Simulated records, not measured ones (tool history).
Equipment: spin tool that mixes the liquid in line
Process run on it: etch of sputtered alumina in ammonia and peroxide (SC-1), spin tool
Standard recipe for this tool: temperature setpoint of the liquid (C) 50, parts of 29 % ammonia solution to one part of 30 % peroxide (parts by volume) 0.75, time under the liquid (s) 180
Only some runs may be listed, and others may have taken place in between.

run	hour	temperature setpoint of the liquid (C)	parts of 29 % ammonia solution to one part of 30 % peroxide (parts by volume)	time under the liquid (s)	read-back film thickness of the sputtered alumina reference wafer, read on the same gauge (nm)	thickness taken off the sputtered alumina on a monitor wafer (angstrom)
1	0	50	0.75	180	59.99	109.1
2	17.4	50	0.45	180	60.01	102.9
3	35.4	50	0.75	180	60.02	108.6
4	68.7	50	0.75	180	60.01	108.5
5	95.8	50	0.75	180	59.99	107.4
# hour 114: ammonia flow meter replaced
6	121	50	0.75	180	60	107.5
# hour 141.3: gauge calibrated
7	143.3	50	0.75	180	60.01	108.2
8	176.1	50	0.4	105	59.98	58.7
9	208.2	50	0.9	180	60.01	108.9
# hour 214.3: heated supply line repaired
# hour 218.3: thermometer replaced
10	221.6	40.5	0.4	180	60.02	71.4
# hour 252.7: new drum of ammonia solution connected
11	257.2	50	0.75	180	60.01	131.2
12	277.3	59	0.75	95	59.99	111.4
13	303.9	50	0.75	180	60.01	130.1
14	317.8	54	0.75	235	60	211

Forecast each of these 4 alternatives for the next run:
A	318.3	50	0.75	235	?	?
B	318.3	46.5	0.85	240	?	?
C	318.3	53	1.1	80	?	?
D	318.3	50	0.85	120	?	?

run	read-back film thickness of the sputtered alumina reference wafer, read on the same gauge (nm)	thickness taken off the sputtered alumina on a monitor wafer (angstrom)
A	60	170.7
B	60	145.1
C	60	71
D	60	88.2
Had the tool no hidden state, the same runs would have come out as:
run	thickness taken off the sputtered alumina on a monitor wafer (angstrom)
A	175.8
B	149.5
C	73.1
D	90.8
